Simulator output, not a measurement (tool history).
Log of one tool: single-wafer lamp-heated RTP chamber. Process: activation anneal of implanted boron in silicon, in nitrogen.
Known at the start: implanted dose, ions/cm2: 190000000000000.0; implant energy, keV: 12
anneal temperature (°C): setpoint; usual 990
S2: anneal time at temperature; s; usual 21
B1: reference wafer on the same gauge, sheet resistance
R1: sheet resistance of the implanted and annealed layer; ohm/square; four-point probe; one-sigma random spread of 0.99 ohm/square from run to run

{"run": 1, "day": 0.0, "anneal temperature (°C)": 990, "S2": 21, "B1": 529.57, "R1": 602.53}
{"run": 2, "day": 4.408, "anneal temperature (°C)": 990, "S2": 21, "B1": 528.9, "R1": 601.17}
{"run": 3, "day": 6.725, "anneal temperature (°C)": 1005, "S2": 21, "B1": 529.16, "R1": 593.99}
{"day": 8.862, "done": "pyrometer window cleaned and pyrometer calibrated"}
{"run": 4, "day": 11.154, "anneal temperature (°C)": 1005, "S2": 21, "B1": 529.14, "R1": 597.91}
{"run": 5, "day": 13.354, "anneal temperature (°C)": 1005, "S2": 21, "B1": 528.89, "R1": 596.06}
{"day": 13.988, "done": "reflector plate cleaned"}
{"run": 6, "day": 17.771, "anneal temperature (°C)": 990, "S2": 21, "B1": 528.89, "R1": 602.06}
{"run": 7, "day": 19.638, "anneal temperature (°C)": 990, "S2": 21, "B1": 528.92, "R1": 602.62}
{"run": 8, "day": 22.912, "anneal temperature (°C)": 990, "S2": 27, "B1": 528.68, "R1": 599.52}
{"run": 9, "day": 25.058, "anneal temperature (°C)": 990, "S2": 27, "B1": 528.68, "R1": 598.16}
{"run": 10, "day": 27.692, "anneal temperature (°C)": 990, "S2": 21, "B1": 528.82, "R1": 598.49}
{"day": 28.929, "done": "pyrometer window cleaned and pyrometer calibrated"}
{"run": 11, "day": 31.475, "anneal temperature (°C)": 990, "S2": 21, "B1": 528.8, "R1": 605.84}
{"run": 12, "day": 33.404, "anneal temperature (°C)": 990, "S2": 21, "B1": 529.19, "R1": 603.78}
{"run": 13, "day": 36.492, "anneal temperature (°C)": 999, "S2": 16, "B1": 529.18, "R1": 600.36}
{"day": 38.696, "done": "reflector plate cleaned"}
{"run": 14, "day": 39.2, "anneal temperature (°C)": 990, "S2": 13, "B1": 529.21, "R1": 604.83}
{"run": 15, "day": 43.642, "anneal temperature (°C)": 990, "S2": 13, "B1": 528.54, "R1": 603.21}
{"run": 16, "day": 47.604, "anneal temperature (°C)": 973, "S2": 17, "B1": 529.01, "R1": 611.58}
{"day": 49.412, "done": "pyrometer window cleaned and pyrometer calibrated"}
{"run": 17, "day": 49.704, "anneal temperature (°C)": 1010, "S2": 29, "B1": 529.24, "R1": 593.86}
{"day": 60.129, "done": "reflector plate cleaned"}
{"run": 18, "day": 60.654, "anneal temperature (°C)": 990, "S2": 21, "B1": 528.82, "R1": 600.06}
{"day": 61.7, "done": "gauge calibrated"}
{"run": 19, "day": 63.154, "anneal temperature (°C)": 979, "S2": 21, "B1": 529.4, "R1": 605.82}
{"run": 20, "day": 67.25, "anneal temperature (°C)": 965, "S2": 12, "B1": 528.78, "R1": 620.61}
{"day": 69.621, "done": "pyrometer window cleaned and pyrometer calibrated"}
{"run": 21, "day": 71.304, "anneal temperature (°C)": 990, "S2": 21, "B1": 529.3, "R1": 603.91}
{"run": 22, "day": 76.533, "anneal temperature (°C)": 990, "S2": 26, "B1": 529.19, "R1": 600.73}
{"run": 23, "day": 80.925, "anneal temperature (°C)": 1012, "S2": 21, "B1": 528.75, "R1": 596.84}
{"day": 83.262, "done": "reflector plate cleaned"}
{"run": 24, "day": 83.642, "anneal temperature (°C)": 990, "S2": 32, "B1": 529.2, "R1": 597.65}
{"run": 25, "day": 85.754, "anneal temperature (°C)": 990, "S2": 21, "B1": 529.14, "R1": 601.22}
{"run": 26, "day": 87.608, "anneal temperature (°C)": 1017, "S2": 16, "B1": 528.86, "R1": 595.7}
{"run": 27, "day": 91.55, "anneal temperature (°C)": 1009, "S2": 34, "B1": 528.57, "R1": 592.57}
{"day": 92.254, "done": "pyrometer window cleaned and pyrometer calibrated"}
{"run": 28, "day": 94.358, "anneal temperature (°C)": 977, "S2": 21, "B1": 529.23, "R1": 610.31}

Predict each of these 4 candidate next runs independently; none follows another, all start after run 28:
{"run": "A", "day": 94.375, "anneal temperature (°C)": 961, "S2": 21, "B1": "?", "R1": "?"}
{"run": "B", "day": 94.375, "anneal temperature (°C)": 967, "S2": 11, "B1": "?", "R1": "?"}
{"run": "C", "day": 94.375, "anneal temperature (°C)": 990, "S2": 14, "B1": "?", "R1": "?"}
{"run": "D", "day": 94.375, "anneal temperature (°C)": 1004, "S2": 21, "B1": "?", "R1": "?"}

run=A B1=529.24 R1=633.04
run=B B1=529.24 R1=630.98
run=C B1=529.24 R1=604.15
run=D B1=529.24 R1=596.78
With no hidden state in the tool, these same runs would have given:
run=A R1=639.37
run=B R1=636.53
run=C R1=605.79
run=D R1=597.5

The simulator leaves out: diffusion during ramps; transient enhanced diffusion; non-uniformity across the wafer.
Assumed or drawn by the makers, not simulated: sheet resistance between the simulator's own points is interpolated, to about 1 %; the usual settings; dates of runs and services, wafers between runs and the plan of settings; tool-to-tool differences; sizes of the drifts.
